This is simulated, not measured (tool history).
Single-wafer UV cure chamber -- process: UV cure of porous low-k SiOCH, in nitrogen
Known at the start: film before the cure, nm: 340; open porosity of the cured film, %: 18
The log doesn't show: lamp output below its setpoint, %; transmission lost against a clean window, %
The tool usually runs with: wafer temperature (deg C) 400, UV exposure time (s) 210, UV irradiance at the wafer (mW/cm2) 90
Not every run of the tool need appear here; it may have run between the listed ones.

run	hour	wafer temperature (deg C)	UV exposure time (s)	UV irradiance at the wafer (mW/cm2)	wafers since the last listed run	hours since the UV bulbs were replaced	wafers since the quartz window was cleaned	loss of film thickness in the cure (%)
1	0	400	210	90	0	1017.4	1101	7.232
2	70.4	400	210	90	301	1087.8	1402	7.071
# hour 86.8: quartz window cleaned
3	287.5	400	210	90	896	1304.9	860	7.42
4	323.9	400	210	90	156	1341.3	1016	7.106
# hour 364: quartz window cleaned
5	364.5	400	210	104	139	1381.9	1	8.258
6	453.7	400	210	104	382	1471.1	384	8.236
7	501.6	400	210	104	205	1519	589	8.018
8	538.7	386	210	90	159	1556.1	748	7.063
9	620.1	400	150	90	349	1637.5	1097	5.727
# hour 689.6: quartz window cleaned
10	707.6	400	150	90	340	1725	76	6.444
11	771.6	400	210	54	274	1789	351	5.66
12	858.9	409	315	76	374	1876.3	725	8.064
# hour 878.8: UV bulbs replaced
13	895.5	387	210	119	122	16.7	848	9.653
14	983.1	384	210	90	375	104.3	1223	8.109
# hour 992.9: quartz window cleaned
15	1031.4	400	210	90	172	152.6	164	8.777
16	1104.1	400	275	122	311	225.3	476	10.866
17	1176.9	392	210	113	312	298.1	788	9.129
18	1225.9	389	210	90	210	347.1	998	7.71
# hour 1295.3: quartz window cleaned
19	1312.8	386	250	75	338	434	75	8.211
20	1355.4	400	290	90	182	476.6	257	9.446
21	1460.8	400	210	90	451	582	709	7.811

4 ways to go on from here, each from the tool as it stands after run 21. What would each give?
A	1461.3	400	245	90	2	582.5	711	?
B	1461.3	400	210	52	2	582.5	711	?
C	1461.3	395	330	120	2	582.5	711	?
D	1461.3	383	210	90	2	582.5	711	?

run	loss of film thickness in the cure (%)
A	8.449
B	5.86
C	10.717
D	7.606
The same runs, with their run-to-run variation unchanged, on a tool lacking any hidden condition would have given:
run	loss of film thickness in the cure (%)
A	10.172
B	7.427
C	12.552
D	9.282

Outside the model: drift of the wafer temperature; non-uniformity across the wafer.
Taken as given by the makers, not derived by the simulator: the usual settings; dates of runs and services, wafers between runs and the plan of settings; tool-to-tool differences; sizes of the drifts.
